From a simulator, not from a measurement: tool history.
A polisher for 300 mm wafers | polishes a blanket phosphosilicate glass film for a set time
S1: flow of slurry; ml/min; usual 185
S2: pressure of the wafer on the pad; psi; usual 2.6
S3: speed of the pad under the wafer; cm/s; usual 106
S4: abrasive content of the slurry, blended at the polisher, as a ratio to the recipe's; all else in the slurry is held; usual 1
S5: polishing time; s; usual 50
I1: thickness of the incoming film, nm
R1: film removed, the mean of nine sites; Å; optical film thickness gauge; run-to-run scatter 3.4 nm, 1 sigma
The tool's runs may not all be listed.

run	day	S1	S2	S3	S4	S5	I1	R1
1	0	185	2.6	106	1	50	2847.8	3511
# day 0.425: slurry nozzle cleaned
2	1.288	185	2.6	106	1	50	2809.5	3501
3	1.912	155	2.6	106	1	50	2842.4	3302
4	2.746	185	2.6	106	1	50	2865.9	3402
5	3.612	185	2.6	106	1	50	2839.1	3378
# day 4.888: conditioning disc replaced and pad reconditioned
6	4.908	185	2.6	106	1	50	2786.3	3333
# day 5.021: slurry blender recalibrated
# day 5.612: worn pad replaced by a new one
7	6.038	185	2.6	106	1	50	2801.6	3610
8	7.208	185	2.6	106	1	50	2831.5	3485
9	8.196	185	2.6	106	1	50	2804.4	3398
10	9.629	185	2.6	72	0.8	50	2807.5	2326
# day 10.404: slurry nozzle cleaned
11	10.892	185	2.6	106	1	50	2840.5	3393
# day 11.775: head pressure recalibrated
12	12.046	185	2.6	106	1	50	2813.6	3366
# day 12.504: slurry blender recalibrated
# day 13.571: worn pad replaced by a new one
13	13.592	185	2.6	128	0.7	50	2803.7	3663
14	14.796	185	2.6	106	1	59	2855.4	4170
# day 15.3: conditioning disc replaced and pad reconditioned
15	15.938	185	2.6	106	1	50	2779.3	3376
16	16.792	185	2.6	106	1	58	2832.4	4009
17	17.646	185	2.1	106	1	50	2808.9	2715
# day 20.562: slurry nozzle cleaned
18	21.092	185	2.6	106	1	50	2776.3	3329
# day 21.317: worn pad replaced by a new one
# day 21.333: slurry blender recalibrated
19	22.442	235	2.6	126	0.85	40	2781.3	3085
20	23.212	145	2.6	118	0.85	50	2799.1	3408
21	24.408	185	2.6	118	0.9	44	2839.1	3160
22	25.896	185	2.6	106	1	50	2810.4	3318
23	26.446	250	2.6	106	1	60	2773.7	4172
# day 26.612: conditioning disc replaced and pad reconditioned
# day 27.554: worn pad replaced by a new one
24	27.725	185	2.6	106	1	50	2847.9	3593
25	28.483	185	2.6	106	1.15	65	2848.3	4861

4 options for the next run, each taken on its own from the tool as it stands now. Forecast them:
A	28.5	185	3.1	106	1	50	2799.5	?
B	28.5	185	2.6	106	1	65	2799.5	?
C	28.5	140	2.6	106	1	50	2799.5	?
D	28.5	185	2.1	124	1	38	2799.5	?

run	R1
A	4259
B	4643
C	3428
D	2486
Had the tool no hidden state, the same runs would have come out as:
run	R1
A	4395
B	4792
C	3539
D	2565

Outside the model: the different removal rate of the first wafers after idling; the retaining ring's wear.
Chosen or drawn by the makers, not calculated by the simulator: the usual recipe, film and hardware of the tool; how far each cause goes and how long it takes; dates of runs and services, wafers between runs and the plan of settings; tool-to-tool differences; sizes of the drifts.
